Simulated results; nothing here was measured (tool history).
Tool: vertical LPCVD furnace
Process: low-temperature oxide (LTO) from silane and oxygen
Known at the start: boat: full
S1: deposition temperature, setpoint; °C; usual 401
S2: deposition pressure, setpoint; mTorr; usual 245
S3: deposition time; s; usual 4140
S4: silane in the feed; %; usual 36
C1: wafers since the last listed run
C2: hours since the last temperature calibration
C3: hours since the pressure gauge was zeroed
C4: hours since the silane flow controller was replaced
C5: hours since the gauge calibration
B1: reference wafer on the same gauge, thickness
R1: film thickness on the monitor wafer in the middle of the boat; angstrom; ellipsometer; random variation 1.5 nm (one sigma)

{"run": 1, "hour": 0.0, "S1": 401, "S2": 245, "S3": 4140, "S4": 36, "C1": 0, "C2": 2819.5, "C3": 3544.7, "C4": 3133.4, "C5": 272.4, "B1": 726.17, "R1": 6463.9}
{"run": 2, "hour": 38.4, "S1": 401, "S2": 245, "S3": 4140, "S4": 36, "C1": 789, "C2": 2857.9, "C3": 3583.1, "C4": 3171.8, "C5": 310.8, "B1": 725.89, "R1": 6439.9}
{"run": 3, "hour": 143.6, "S1": 401, "S2": 245, "S3": 4140, "S4": 39, "C1": 2161, "C2": 2963.1, "C3": 3688.3, "C4": 3277, "C5": 416, "B1": 726.91, "R1": 7147.7}
{"run": 4, "hour": 180.8, "S1": 401, "S2": 245, "S3": 4140, "S4": 39, "C1": 764, "C2": 3000.3, "C3": 3725.5, "C4": 3314.2, "C5": 453.2, "B1": 725.69, "R1": 7139.2}
{"run": 5, "hour": 248.6, "S1": 401, "S2": 245, "S3": 2910, "S4": 39, "C1": 1393, "C2": 3068.1, "C3": 3793.3, "C4": 3382, "C5": 521, "B1": 726.04, "R1": 5038.6}
{"run": 6, "hour": 286.4, "S1": 401, "S2": 295, "S3": 5700, "S4": 36, "C1": 776, "C2": 3105.9, "C3": 3831.1, "C4": 3419.8, "C5": 558.8, "B1": 726.38, "R1": 10774.7}
{"run": 7, "hour": 325.9, "S1": 401, "S2": 210, "S3": 4140, "S4": 36, "C1": 811, "C2": 3145.4, "C3": 3870.6, "C4": 3459.3, "C5": 598.3, "B1": 725.41, "R1": 5526.5}
{"run": 8, "hour": 390.4, "S1": 390, "S2": 245, "S3": 5730, "S4": 36, "C1": 1325, "C2": 3209.9, "C3": 3935.1, "C4": 3523.8, "C5": 662.8, "B1": 726.01, "R1": 7883.2}
{"run": 9, "hour": 474.1, "S1": 413, "S2": 285, "S3": 3090, "S4": 38, "C1": 1720, "C2": 3293.6, "C3": 4018.8, "C4": 3607.5, "C5": 746.5, "B1": 725.58, "R1": 6869.9}
{"run": 10, "hour": 572.1, "S1": 401, "S2": 245, "S3": 4590, "S4": 33, "C1": 2014, "C2": 3391.6, "C3": 4116.8, "C4": 3705.5, "C5": 844.5, "B1": 725.67, "R1": 6348.7}
{"run": 11, "hour": 627.9, "S1": 401, "S2": 245, "S3": 4140, "S4": 36, "C1": 1146, "C2": 3447.4, "C3": 4172.6, "C4": 3761.3, "C5": 900.3, "B1": 726.44, "R1": 6441.7}
{"run": 12, "hour": 677.3, "S1": 401, "S2": 295, "S3": 4140, "S4": 36, "C1": 1015, "C2": 3496.8, "C3": 4222, "C4": 3810.7, "C5": 949.7, "B1": 726.41, "R1": 7815.7}
{"run": 13, "hour": 726.3, "S1": 401, "S2": 245, "S3": 4140, "S4": 36, "C1": 1007, "C2": 3545.8, "C3": 4271, "C4": 3859.7, "C5": 998.7, "B1": 725.76, "R1": 6446.7}
{"run": 14, "hour": 786.3, "S1": 394, "S2": 215, "S3": 3240, "S4": 36, "C1": 1233, "C2": 3605.8, "C3": 4331, "C4": 3919.7, "C5": 1058.7, "B1": 725.87, "R1": 4071.8}
{"hour": 834.4, "done": "thermocouples replaced and temperature profile calibrated"}
{"run": 15, "hour": 861.8, "S1": 395, "S2": 245, "S3": 4140, "S4": 36, "C1": 1058, "C2": 27.4, "C3": 4406.5, "C4": 3995.2, "C5": 1134.2, "B1": 725.41, "R1": 6023.2}
{"run": 16, "hour": 945.4, "S1": 391, "S2": 245, "S3": 5610, "S4": 36, "C1": 1718, "C2": 111, "C3": 4490.1, "C4": 4078.8, "C5": 1217.8, "B1": 725.51, "R1": 7779.5}
{"run": 17, "hour": 1044.8, "S1": 395, "S2": 245, "S3": 5220, "S4": 36, "C1": 2042, "C2": 210.4, "C3": 4589.5, "C4": 4178.2, "C5": 1317.2, "B1": 725.38, "R1": 7594.9}
{"hour": 1083.1, "done": "pressure gauge zeroed"}
{"run": 18, "hour": 1087.0, "S1": 401, "S2": 245, "S3": 4140, "S4": 36, "C1": 374, "C2": 252.6, "C3": 3.9, "C4": 4220.4, "C5": 1359.4, "B1": 725.84, "R1": 6582.5}

Run 19 comes next. What will it give?
{"run": 19, "hour": 1130.8, "S1": 405, "S2": 245, "S3": 4140, "S4": 36, "C1": 900, "C2": 296.4, "C3": 47.7, "C4": 4264.2, "C5": 1403.2, "B1": "?", "R1": "?"}

{"run 19": {"B1": 725.19, "R1": 6875.7}}
Without the tool's hidden state the same run would have given R1 6875.9 angstrom.
